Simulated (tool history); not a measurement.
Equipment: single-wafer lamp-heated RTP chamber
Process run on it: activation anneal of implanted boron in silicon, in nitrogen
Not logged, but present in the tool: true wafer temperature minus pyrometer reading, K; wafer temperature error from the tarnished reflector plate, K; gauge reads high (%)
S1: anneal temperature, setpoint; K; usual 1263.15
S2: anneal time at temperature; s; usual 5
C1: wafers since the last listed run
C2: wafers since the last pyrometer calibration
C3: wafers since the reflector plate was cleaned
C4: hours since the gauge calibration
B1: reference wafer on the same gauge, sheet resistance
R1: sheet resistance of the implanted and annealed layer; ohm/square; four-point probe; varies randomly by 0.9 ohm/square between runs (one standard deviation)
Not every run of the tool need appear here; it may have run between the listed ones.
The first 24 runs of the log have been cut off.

Run 25, hour 667.6: usual settings but S2 3 s; C1 269; C2 3619; C3 11343; C4 125.1; B1 262.3. Result: R1 271.1 ohm/square.
Run 26, hour 684.4: usual settings but S1 1291.15 K, S2 4 s; C1 203; C2 3823; C3 11547; C4 141.9; B1 262.06. Result: R1 265.13 ohm/square.
Run 27, hour 697.1: usual settings but S2 8 s; C1 153; C2 3977; C3 11701; C4 154.6; B1 261.95. Result: R1 268.84 ohm/square.
Run 28, hour 718.9: usual settings but S1 1241.15 K, S2 3 s; C1 264; C2 4241; C3 11965; C4 176.4; B1 261.94. Result: R1 283.77 ohm/square.
At hour 727.4: reflector plate cleaned.
Run 29, hour 733.3: usual settings but S1 1239.15 K, S2 8 s; C1 77; C2 4318; C3 71; C4 190.8; B1 261.9. Result: R1 291.55 ohm/square.
Run 30, hour 759.2: usual settings but S1 1293.15 K, S2 6 s; C1 313; C2 4632; C3 385; C4 216.7; B1 262.22. Result: R1 264.75 ohm/square.
Run 31, hour 786.4: usual settings but S1 1238.15 K; C1 329; C2 4962; C3 714; C4 243.9; B1 262.46. Result: R1 297.98 ohm/square.
Run 32, hour 815.5: usual settings but S1 1242.15 K, S2 7 s; C1 352; C2 5315; C3 1067; C4 273; B1 261.79. Result: R1 289.77 ohm/square.
Run 33, hour 842.2: usual settings; C1 323; C2 5639; C3 1391; C4 299.7; B1 261.85. Result: R1 273.02 ohm/square.
Run 34, hour 874: usual settings but S1 1274.15 K, S2 6 s; C1 385; C2 6024; C3 1776; C4 331.5; B1 262.06. Result: R1 267.77 ohm/square.
Run 35, hour 892.4: usual settings but S1 1281.15 K, S2 3 s; C1 223; C2 6247; C3 1999; C4 349.9; B1 261.65. Result: R1 265.7 ohm/square.
At hour 910.5: pyrometer window cleaned and pyrometer calibrated.
Run 36, hour 913.1: usual settings but S2 8 s; C1 153; C2 31; C3 2153; C4 370.6; B1 261.96. Result: R1 270.76 ohm/square.
Run 37, hour 944.8: usual settings; C1 384; C2 415; C3 2537; C4 402.3; B1 262.14. Result: R1 271.52 ohm/square.

Each row is a separate what-if for the run after 37, all from the same tool condition, not one after another. Results?
Run A, hour 945.2: usual settings but S1 1248.15 K; C1 4; C2 420; C3 2542; C4 402.7; B1 ?. Result: R1 ?.
Run B, hour 945.2: usual settings but S1 1290.15 K, S2 7 s; C1 4; C2 420; C3 2542; C4 402.7; B1 ?. Result: R1 ?.
Run C, hour 945.2: usual settings but S2 4 s; C1 4; C2 420; C3 2542; C4 402.7; B1 ?. Result: R1 ?.
Run D, hour 945.2: usual settings but S1 1272.15 K, S2 8 s; C1 4; C2 420; C3 2542; C4 402.7; B1 ?. Result: R1 ?.

run      B1      R1
  A  262.02  283.31
  B  262.02  265.23
  C  262.02  272.21
  D  262.02  267.81
Had the tool no hidden state, the same runs would have come out as:
run      R1
  A  283.67
  B  265.25
  C  272.38
  D   267.9
